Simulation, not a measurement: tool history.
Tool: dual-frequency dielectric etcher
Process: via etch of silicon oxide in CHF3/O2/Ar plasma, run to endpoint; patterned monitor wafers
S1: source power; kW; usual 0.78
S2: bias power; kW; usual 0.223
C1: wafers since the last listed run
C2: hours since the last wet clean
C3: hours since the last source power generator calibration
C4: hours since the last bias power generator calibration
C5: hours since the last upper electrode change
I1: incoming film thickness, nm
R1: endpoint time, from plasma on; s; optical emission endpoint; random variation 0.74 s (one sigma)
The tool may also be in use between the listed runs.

run,hour,S1,S2,C1,C2,C3,C4,C5,I1,R1
1,0,0.78,0.235,0,21.4,1129,3920.3,4418.3,543.6,239.4
2,93.7,0.71,0.223,296,115.1,1222.7,4014,4512,542.7,247.6
3,181.6,0.71,0.223,277,203,1310.6,4101.9,4599.9,543.9,247.2
4,230,0.71,0.223,153,251.4,1359,4150.3,4648.3,541.5,245.7
5,276.4,0.78,0.223,146,297.8,1405.4,4196.7,4694.7,548.4,241
6,340.6,0.78,0.223,203,362,1469.6,4260.9,4758.9,541.4,237.5
7,386.6,0.78,0.223,145,408,1515.6,4306.9,4804.9,543.1,237.2
8,477.2,0.78,0.223,286,498.6,1606.2,4397.5,4895.5,553.3,242.3
# hour 541.7: wet clean of the chamber
9,549.4,0.78,0.223,152,7.7,1678.4,4469.7,4967.7,542.3,242
10,632.5,0.78,0.223,262,90.8,1761.5,4552.8,5050.8,546.5,242.4
# hour 672.6: source power generator calibrated
11,736.7,0.78,0.223,316,195,64.1,4657,5155,548.4,243.9
# hour 743.6: bias power generator calibrated
12,790.9,0.78,0.223,158,249.2,118.3,47.3,5209.2,545.1,244
13,857.6,0.78,0.223,210,315.9,185,114,5275.9,542,240.8
14,925.5,0.78,0.191,214,383.8,252.9,181.9,5343.8,545.4,254.6
15,1011,0.78,0.223,270,469.3,338.4,267.4,5429.3,546.1,239.4
16,1090.1,0.78,0.178,250,548.4,417.5,346.5,5508.4,548.3,259.1
# hour 1171.7: wet clean of the chamber
17,1176,0.78,0.223,195,4.3,503.4,432.4,5594.3,543.3,243.7
18,1244.4,0.78,0.223,216,72.7,571.8,500.8,5662.7,546.4,243.4
19,1298.6,0.65,0.172,171,126.9,626,555,5716.9,544.6,276.9
20,1339.3,0.65,0.208,128,167.6,666.7,595.7,5757.6,545.5,260.1
21,1412.3,0.67,0.223,230,240.6,739.7,668.7,5830.6,549.3,252
22,1514.1,0.63,0.244,321,342.4,841.5,770.5,5932.4,548.5,244.4
# hour 1590.8: upper electrode replaced
23,1591.3,0.87,0.255,168,419.6,918.7,847.7,0.5,546.5,223.2
# hour 1708.5: wet clean of the chamber
24,1709,0.78,0.223,296,0.5,1036.4,965.4,118.2,551.5,246.4
25,1819.5,0.96,0.24,349,111,1146.9,1075.9,228.7,548.1,225.5
26,1889.3,0.78,0.192,220,180.8,1216.7,1145.7,298.5,542.2,254.4
27,1984.7,0.78,0.223,301,276.2,1312.1,1241.1,393.9,549.5,241.5
28,2049.1,0.78,0.223,203,340.6,1376.5,1305.5,458.3,547.6,239.7

Forecast each of these 3 alternatives for the next run:
A,2049.6,0.78,0.223,1,341.1,1377,1306,458.8,543.2,?
B,2049.6,0.65,0.192,1,341.1,1377,1306,458.8,543.2,?
C,2049.6,0.78,0.261,1,341.1,1377,1306,458.8,543.2,?

run,R1
A,238.8
B,261.9
C,226.1
Without the tool's hidden state the same runs would have given:
run,R1
A,244.9
B,268.7
C,232
